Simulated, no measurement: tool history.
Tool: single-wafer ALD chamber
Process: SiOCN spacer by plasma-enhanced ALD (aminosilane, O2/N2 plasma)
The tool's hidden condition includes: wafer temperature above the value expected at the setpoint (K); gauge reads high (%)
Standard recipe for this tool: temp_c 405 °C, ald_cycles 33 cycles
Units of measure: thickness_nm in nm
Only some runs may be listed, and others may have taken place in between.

run    hour  temp_c  ald_cycles  wafers since the last listed run  hours since the last thermocouple change  hours since the gauge calibration  read-back reference wafer on the same gauge, thickness_nm  thickness_nm
  1     0.0     405          33                                 0                                     989.5                             1128.6                                                      2.251         1.961
  2    47.0     405          33                               315                                    1036.5                             1175.6                                                      2.246         1.964
  3   123.1     405          33                               510                                    1112.6                             1251.7                                                      2.248         1.946
  4   163.1     399          33                               268                                    1152.6                             1291.7                                                      2.251         1.976
  5   257.1     399          33                               630                                    1246.6                             1385.7                                                      2.250         1.981
  6   311.3     399          33                               363                                    1300.8                             1439.9                                                      2.247         1.984
  7   396.8     394          33                               573                                    1386.3                             1525.4                                                      2.252         1.985
  8   483.4     414          33                               581                                    1472.9                             1612.0                                                      2.250         1.906
      498.8  -- gauge calibrated
  9   655.5     414          33                              1155                                    1645.0                              156.7                                                      2.247         1.895
 10   740.5     405          33                               570                                    1730.0                              241.7                                                      2.250         1.957
 11   842.4     405          33                               683                                    1831.9                              343.6                                                      2.248         1.950
 12   906.7     405          33                               431                                    1896.2                              407.9                                                      2.249         1.962
 13  1032.1     393          30                               841                                    2021.6                              533.3                                                      2.250         1.807
 14  1124.8     393          30                               622                                    2114.3                              626.0                                                      2.251         1.803
 15  1186.6     393          30                               414                                    2176.1                              687.8                                                      2.249         1.810
 16  1268.4     413          37                               549                                    2257.9                              769.6                                                      2.246         2.148
 17  1371.7     413          37                               693                                    2361.2                              872.9                                                      2.254         2.134
     1394.6  -- thermocouple changed; heater temperature recalibrated
 18  1470.0     411          27                               606                                      75.4                              971.2                                                      2.250         1.576
 19  1515.7     411          33                               306                                     121.1                             1016.9                                                      2.255         1.927
 20  1568.1     405          27                               351                                     173.5                             1069.3                                                      2.250         1.596
 21  1639.2     417          28                               477                                     244.6                             1140.4                                                      2.249         1.590
 22  1693.0     397          36                               361                                     298.4                             1194.2                                                      2.248         2.161
 23  1761.0     393          28                               456                                     366.4                             1262.2                                                      2.246         1.688
 24  1821.6     391          39                               406                                     427.0                             1322.8                                                      2.250         2.320
 25  1880.5     420          35                               395                                     485.9                             1381.7                                                      2.254         1.969
     1910.6  -- gauge calibrated
 26  1984.0     399          33                               694                                     589.4                               73.4                                                      2.254         2.001
 27  2037.2     405          33                               357                                     642.6                              126.6                                                      2.250         1.958
 28  2135.2     415          30                               657                                     740.6                              224.6                                                      2.251         1.736
 29  2201.0     401          29                               441                                     806.4                              290.4                                                      2.253         1.737
 30  2245.4     396          33                               298                                     850.8                              334.8                                                      2.252         1.987
 31  2342.3     401          39                               650                                     947.7                              431.7                                                      2.255         2.337
 32  2436.1     405          31                               629                                    1041.5                              525.5                                                      2.251         1.832
 33  2506.0     405          33                               469                                    1111.4                              595.4                                                      2.252         1.955
 34  2549.7     419          37                               293                                    1155.1                              639.1                                                      2.254         2.087

Describe how what the log doesn't record of the tool's condition differs between the last listed run preceding each entry between runs and the first listed run following it.
In the gap between runs 8 and 9: gauge calibrated (hour 498.8)
  nothing in the hidden state changes from one run to the other
In the gap between runs 17 and 18: thermocouple changed; heater temperature recalibrated (hour 1394.6)
  nothing in the hidden state changes from one run to the other
In the gap between runs 25 and 26: gauge calibrated (hour 1910.6)
  nothing in the hidden state changes from one run to the other
